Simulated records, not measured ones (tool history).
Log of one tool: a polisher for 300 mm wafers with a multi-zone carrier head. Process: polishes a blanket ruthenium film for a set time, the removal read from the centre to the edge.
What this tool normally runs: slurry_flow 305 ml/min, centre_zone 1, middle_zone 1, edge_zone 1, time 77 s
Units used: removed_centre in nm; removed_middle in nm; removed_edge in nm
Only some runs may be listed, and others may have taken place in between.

run,hour,slurry_flow,centre_zone,middle_zone,edge_zone,time,wafers since the last listed run,wafers polished on this pad,hours since the slurry nozzle was cleaned,hours since the centre zone pressure was calibrated,hours since the edge zone pressure was calibrated,hours since the carrier head's membrane was replaced,"incoming thickness of the incoming film, nm",removed_centre,removed_middle,removed_edge
1,0,305,0.95,1,1,77,0,4307,521.7,608,172.1,397.3,324.3,85.3,87,87.5
2,39.4,305,1,1,1,77,450,4757,561.1,647.4,211.5,436.7,317.5,85,86.3,84.7
3,76.4,305,1,1,1,77,422,5180,598.1,684.4,248.5,473.7,315.3,84.8,85.6,85.3
# hour 94.2: slurry nozzle cleaned
4,136.5,305,1,1,1,77,675,5856,42.3,744.5,308.6,533.8,323.6,93,91.6,90.5
# hour 146.4: worn pad replaced by a new one
5,191.8,305,0.96,1,1,77,586,518,97.6,799.8,363.9,589.1,320.2,93.4,93.9,93.5
6,313.9,305,1,1,1,77,1395,1914,219.7,921.9,486,711.2,318.6,94.4,95.1,92.2
7,338.1,360,1.03,1,1.05,66,276,2191,243.9,946.1,510.2,735.4,324.7,83.8,81.9,81.4
8,368.9,305,1,1,1,77,352,2543,274.7,976.9,541,766.2,319.3,94.1,91.6,90.1
# hour 378.6: edge zone pressure recalibrated
9,434.2,305,1.09,1.09,0.9,77,723,3267,340,1042.2,55.6,831.5,319.2,97,97.5,85.4
10,498.2,305,0.95,1,1.04,77,731,3999,404,1106.2,119.6,895.5,322,88.3,89.9,91.2
11,536.5,230,1,1,0.91,77,437,4436,442.3,1144.5,157.9,933.8,317.2,85.5,84.8,81.3
12,563,385,1.1,1.04,1,54,302,4739,468.8,1171,184.4,960.3,314.4,70,66.1,63.6
13,611.5,305,0.91,1,1,57,554,5294,517.3,1219.5,232.9,1008.8,321.2,60.6,65.6,64.4
# hour 652.7: slurry nozzle cleaned
14,658.9,305,0.94,0.96,1.07,77,530,5824,6.2,1266.9,280.3,1056.2,316.6,88.5,87.6,93.2
15,729.7,305,1.07,0.93,1,77,809,6634,77,1337.7,351.1,1127,322,94.3,85.1,88.9
# hour 776.4: centre zone pressure recalibrated
16,793.2,210,0.9,0.89,1,77,703,7337,140.5,16.8,414.6,1190.5,321.6,77.6,77.3,84.4
# hour 810: worn pad replaced by a new one
17,824.3,275,1,1,1.11,104,309,164,171.6,47.9,445.7,1221.6,319.1,126.8,124,130.7
18,1024.7,305,1,1,1,77,2291,2455,372,248.3,646.1,1422,312.7,92.8,92.1,90.5
# hour 1032: edge zone pressure recalibrated
19,1080.8,305,1,1,1,77,618,3073,428.1,304.4,48.8,1478.1,315,89.7,91,88.5
20,1126.6,305,1.08,1,1,77,523,3597,473.9,350.2,94.6,1523.9,321.9,95,88.5,88.7
# hour 1159.3: carrier head's membrane replaced by a new one
# hour 1186.6: slurry nozzle cleaned
21,1196,305,1.05,1.1,1.1,77,724,4321,9.4,419.6,164,36.7,317.7,97,98.8,95.2
22,1237.4,220,1,1.04,1,77,473,4795,50.8,461,205.4,78.1,316.9,87.7,92.6,87.7
23,1268.9,240,1,1.04,0.93,84,360,5155,82.3,492.5,236.9,109.6,326.3,96.9,98.9,93.3

Forecast each of these 3 alternatives for the next run:
A,1269.3,305,1,1,1,77,4,5159,82.7,492.9,237.3,110,321.2,?,?,?
B,1269.3,275,1,1.11,1.08,77,4,5159,82.7,492.9,237.3,110,321.2,?,?,?
C,1269.3,210,1,1.08,1,77,4,5159,82.7,492.9,237.3,110,321.2,?,?,?

run,removed_centre,removed_middle,removed_edge
A,91.5,92.3,90.1
B,90.3,98.2,92.6
C,86.1,92.2,86.4
Stripped of hidden state, with their random variation kept, the same runs would have yielded:
run,removed_centre,removed_middle,removed_edge
A,95.9,96.6,94.1
B,94.8,102.9,96.7
C,90.8,97.1,90.5
